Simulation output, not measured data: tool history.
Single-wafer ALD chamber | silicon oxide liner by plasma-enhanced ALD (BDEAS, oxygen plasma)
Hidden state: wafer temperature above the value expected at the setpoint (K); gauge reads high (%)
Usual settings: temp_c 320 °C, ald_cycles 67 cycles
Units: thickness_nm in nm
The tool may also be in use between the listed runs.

run	hour	temp_c	ald_cycles	wafers since the last listed run	hours since the last thermocouple change	hours since the gauge calibration	read-back reference wafer on the same gauge, thickness_nm	thickness_nm
1	0.0	320	67	0	965.6	537.8	5.930	6.114
2	21.2	320	67	76	986.8	559.0	5.930	6.124
3	69.1	320	67	172	1034.7	606.9	5.927	6.107
4	99.1	320	63	107	1064.7	636.9	5.930	5.769
5	117.1	320	63	64	1082.7	654.9	5.929	5.747
6	175.4	320	67	209	1141.0	713.2	5.929	6.131
7	209.0	320	67	120	1174.6	746.8	5.930	6.142
8	230.0	320	67	75	1195.6	767.8	5.930	6.126
9	242.2	320	67	43	1207.8	780.0	5.929	6.107
10	272.0	328	67	107	1237.6	809.8	5.932	6.035
11	302.4	320	76	109	1268.0	840.2	5.930	6.927
12	326.1	320	76	85	1291.7	863.9	5.932	6.950
13	360.5	320	76	123	1326.1	898.3	5.928	6.924
14	395.6	320	59	126	1361.2	933.4	5.932	5.378
15	422.4	320	67	96	1388.0	960.2	5.931	6.122
16	450.6	320	67	101	1416.2	988.4	5.930	6.123
17	471.8	320	67	76	1437.4	1009.6	5.930	6.108
18	507.2	320	58	127	1472.8	1045.0	5.930	5.285
19	519.5	320	58	44	1485.1	1057.3	5.932	5.302
20	554.2	320	58	124	1519.8	1092.0	5.929	5.298
21	569.9	320	67	56	1535.5	1107.7	5.930	6.101
22	610.1	320	67	144	1575.7	1147.9	5.929	6.130
23	644.2	320	67	122	1609.8	1182.0	5.928	6.125
# hour 676.6: thermocouple changed; heater temperature recalibrated
24	677.1	320	67	89	0.5	1214.9	5.930	6.117
25	741.0	327	67	229	64.4	1278.8	5.933	6.062
26	762.0	320	63	75	85.4	1299.8	5.930	5.735
# hour 828.4: gauge calibrated
27	859.5	320	80	350	182.9	31.1	5.931	7.300
28	880.3	332	67	74	203.7	51.9	5.927	5.989
29	903.8	326	60	84	227.2	75.4	5.929	5.405
30	921.1	334	55	62	244.5	92.7	5.930	4.905
31	939.1	335	77	64	262.5	110.7	5.932	6.872
32	965.9	306	63	96	289.3	137.5	5.931	5.882
33	981.3	320	67	55	304.7	152.9	5.930	6.124
34	1000.2	329	73	67	323.6	171.8	5.930	6.575
35	1022.2	334	67	78	345.6	193.8	5.931	5.992
36	1041.9	320	67	70	365.3	213.5	5.930	6.116
37	1067.1	327	72	90	390.5	238.7	5.928	6.489
38	1085.2	313	59	64	408.6	256.8	5.934	5.443
39	1109.2	320	67	86	432.6	280.8	5.931	6.111
40	1138.0	315	76	103	461.4	309.6	5.932	7.005
41	1165.0	320	67	96	488.4	336.6	5.930	6.108
42	1196.9	320	67	114	520.3	368.5	5.929	6.136
43	1222.4	320	67	91	545.8	394.0	5.931	6.099
44	1239.5	307	78	61	562.9	411.1	5.932	7.266
45	1257.5	308	59	64	580.9	429.1	5.932	5.475
46	1287.0	320	67	105	610.4	458.6	5.932	6.098
47	1304.7	320	72	63	628.1	476.3	5.933	6.578

4 ways to go on from here, each from the tool as it stands after run 47. What would each give?
A	1305.2	320	67	1	628.6	476.8	?	?
B	1305.2	329	80	1	628.6	476.8	?	?
C	1305.2	313	61	1	628.6	476.8	?	?
D	1305.2	307	59	1	628.6	476.8	?	?

run	read-back reference wafer on the same gauge, thickness_nm	thickness_nm
A	5.928	6.132
B	5.928	7.213
C	5.928	5.647
D	5.928	5.515
Without the tool's hidden state the same runs would have given:
run	thickness_nm
A	6.132
B	7.213
C	5.647
D	5.515
